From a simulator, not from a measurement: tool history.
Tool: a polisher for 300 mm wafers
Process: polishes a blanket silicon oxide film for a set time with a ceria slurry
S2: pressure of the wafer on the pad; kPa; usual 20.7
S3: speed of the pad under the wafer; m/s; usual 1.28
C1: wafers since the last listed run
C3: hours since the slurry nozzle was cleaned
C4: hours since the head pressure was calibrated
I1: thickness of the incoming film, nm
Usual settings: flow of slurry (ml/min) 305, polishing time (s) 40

Run 1, day 0.000: usual settings; C1 0; wafers polished on this pad 2986; C3 259.2; C4 740.4; I1 1814.7. Result: film removed (Å) 1884.
At day 0.633: worn pad replaced by a new one.
Run 2, day 0.654: usual settings; C1 183; wafers polished on this pad 8; C3 274.9; C4 756.1; I1 1797.4. Result: film removed (Å) 1864.
Run 3, day 1.154: usual settings; C1 188; wafers polished on this pad 196; C3 286.9; C4 768.1; I1 1839.5. Result: film removed (Å) 1897.
Run 4, day 1.792: usual settings; C1 239; wafers polished on this pad 436; C3 302.2; C4 783.4; I1 1815.8. Result: film removed (Å) 1937.
Run 5, day 2.929: usual settings; C1 427; wafers polished on this pad 864; C3 329.5; C4 810.7; I1 1818.7. Result: film removed (Å) 1925.
Run 6, day 3.808: usual settings; C1 330; wafers polished on this pad 1194; C3 350.6; C4 831.8; I1 1801.9. Result: film removed (Å) 1909.
Run 7, day 4.346: usual settings but S2 22.8 kPa; C1 202; wafers polished on this pad 1396; C3 363.5; C4 844.7; I1 1800.4. Result: film removed (Å) 2063.
Run 8, day 5.412: usual settings but S2 22.8 kPa; C1 401; wafers polished on this pad 1798; C3 389.1; C4 870.3; I1 1846.1. Result: film removed (Å) 2080.
Run 9, day 6.092: usual settings but polishing time (s) 49; C1 255; wafers polished on this pad 2053; C3 405.4; C4 886.6; I1 1849.7. Result: film removed (Å) 2376.
Run 10, day 7.212: usual settings; C1 421; wafers polished on this pad 2475; C3 432.3; C4 913.5; I1 1817.0. Result: film removed (Å) 1874.
Run 11, day 8.588: usual settings; C1 517; wafers polished on this pad 2992; C3 465.3; C4 946.5; I1 1817.5. Result: film removed (Å) 1935.
Run 12, day 9.904: usual settings; C1 495; wafers polished on this pad 3487; C3 496.9; C4 978.1; I1 1810.4. Result: film removed (Å) 1924.
At day 10.100: worn pad replaced by a new one.
Run 13, day 10.696: usual settings; C1 235; wafers polished on this pad 224; C3 515.9; C4 997.1; I1 1844.7. Result: film removed (Å) 1932.
Run 14, day 11.321: usual settings; C1 235; wafers polished on this pad 459; C3 530.9; C4 1012.1; I1 1845.0. Result: film removed (Å) 1929.
Run 15, day 12.192: usual settings but polishing time (s) 46; C1 327; wafers polished on this pad 786; C3 551.8; C4 1033.0; I1 1807.2. Result: film removed (Å) 2199.
Run 16, day 12.925: usual settings but S2 27.6 kPa, S3 1.00 m/s; C1 275; wafers polished on this pad 1062; C3 569.4; C4 1050.6; I1 1824.3. Result: film removed (Å) 2045.
At day 14.896: head pressure recalibrated.
Run 17, day 17.192: usual settings but polishing time (s) 47; C1 1573; wafers polished on this pad 2635; C3 671.8; C4 55.1; I1 1815.6. Result: film removed (Å) 2078.
At day 17.879: worn pad replaced by a new one.
Run 18, day 18.196: usual settings but S2 26.9 kPa, S3 1.56 m/s, polishing time (s) 26; C1 314; wafers polished on this pad 119; C3 695.9; C4 79.2; I1 1853.7. Result: film removed (Å) 1755.
Run 19, day 19.558: usual settings; C1 512; wafers polished on this pad 631; C3 728.6; C4 111.9; I1 1787.5. Result: film removed (Å) 1775.
Run 20, day 20.408: usual settings but flow of slurry (ml/min) 265, S2 25.5 kPa, polishing time (s) 47; C1 319; wafers polished on this pad 951; C3 749.0; C4 132.3; I1 1818.1. Result: film removed (Å) 2561.
Run 21, day 21.471: usual settings but flow of slurry (ml/min) 220, S2 24.1 kPa, polishing time (s) 50; C1 399; wafers polished on this pad 1351; C3 774.5; C4 157.8; I1 1846.7. Result: film removed (Å) 2528.
Run 22, day 22.754: usual settings; C1 482; wafers polished on this pad 1833; C3 805.3; C4 188.6; I1 1783.7. Result: film removed (Å) 1838.
Run 23, day 23.767: usual settings; C1 380; wafers polished on this pad 2214; C3 829.6; C4 212.9; I1 1827.8. Result: film removed (Å) 1844.
At day 24.758: slurry nozzle cleaned.
Run 24, day 25.146: usual settings but flow of slurry (ml/min) 230, S3 1.08 m/s; C1 503; wafers polished on this pad 2717; C3 9.3; C4 246.0; I1 1812.0. Result: film removed (Å) 1545.
Run 25, day 26.271: usual settings but flow of slurry (ml/min) 260, polishing time (s) 53; C1 423; wafers polished on this pad 3140; C3 36.3; C4 273.0; I1 1795.6. Result: film removed (Å) 2383.
Run 26, day 26.821: usual settings but S2 17.9 kPa, S3 1.54 m/s; C1 206; wafers polished on this pad 3347; C3 49.5; C4 286.2; I1 1806.2. Result: film removed (Å) 1894.
At day 27.108: worn pad replaced by a new one.
Run 27, day 28.175: usual settings but flow of slurry (ml/min) 365, polishing time (s) 30; C1 446; wafers polished on this pad 400; C3 82.0; C4 318.7; I1 1847.7. Result: film removed (Å) 1410.
Run 28, day 28.879: usual settings but S3 1.08 m/s; C1 264; wafers polished on this pad 665; C3 98.9; C4 335.6; I1 1828.9. Result: film removed (Å) 1662.
Run 29, day 29.875: usual settings but S3 1.40 m/s; C1 374; wafers polished on this pad 1039; C3 122.8; C4 359.5; I1 1801.3. Result: film removed (Å) 1958.
Run 30, day 30.442: usual settings but S2 17.2 kPa, S3 0.94 m/s, polishing time (s) 33; C1 213; wafers polished on this pad 1253; C3 136.4; C4 373.1; I1 1832.8. Result: film removed (Å) 1044.
Run 31, day 31.854: usual settings but S2 16.5 kPa, S3 1.56 m/s, polishing time (s) 31; C1 531; wafers polished on this pad 1784; C3 170.3; C4 407.0; I1 1828.6. Result: film removed (Å) 1400.
Run 32, day 32.429: usual settings but flow of slurry (ml/min) 215; C1 216; wafers polished on this pad 2000; C3 184.1; C4 420.8; I1 1793.5. Result: film removed (Å) 1732.
Run 33, day 33.758: usual settings but S2 17.9 kPa, S3 1.00 m/s; C1 499; wafers polished on this pad 2500; C3 216.0; C4 452.7; I1 1815.1. Result: film removed (Å) 1340.
Run 34, day 34.858: usual settings; C1 413; wafers polished on this pad 2914; C3 242.4; C4 479.1; I1 1804.8. Result: film removed (Å) 1871.
At day 35.179: worn pad replaced by a new one.
Run 35, day 35.517: usual settings but flow of slurry (ml/min) 265; C1 184; wafers polished on this pad 126; C3 258.2; C4 494.9; I1 1835.1. Result: film removed (Å) 1873.
Run 36, day 36.650: usual settings; C1 426; wafers polished on this pad 552; C3 285.4; C4 522.1; I1 1842.4. Result: film removed (Å) 1848.

Measured less the same run without the tool's hidden state. The same run-to-run variation is in both; the gauge's scatter may not be:
The hidden state here: removal rate lost through wear of the pad, %; slurry flow missing at the pad, %; deviation of the head's pressure from its setpoint, %.
run  film removed (Å)
  1              +110
  2              +112
  3              +116
  4              +120
  5              +124
  6              +126
  7              +138
  8              +143
  9              +166
 10              +135
 11              +144
 12              +148
 13              +152
 14              +153
 15              +179
 16              +168
 17               +26
 18               +26
 19               +31
 20               +49
 21               +54
 22               +44
 23               +48
 24               +44
 25               +74
 26               +61
 27               +49
 28               +60
 29               +75
 30               +41
 31               +59
 32               +75
 33               +61
 34               +90
 35               +92
 36               +95

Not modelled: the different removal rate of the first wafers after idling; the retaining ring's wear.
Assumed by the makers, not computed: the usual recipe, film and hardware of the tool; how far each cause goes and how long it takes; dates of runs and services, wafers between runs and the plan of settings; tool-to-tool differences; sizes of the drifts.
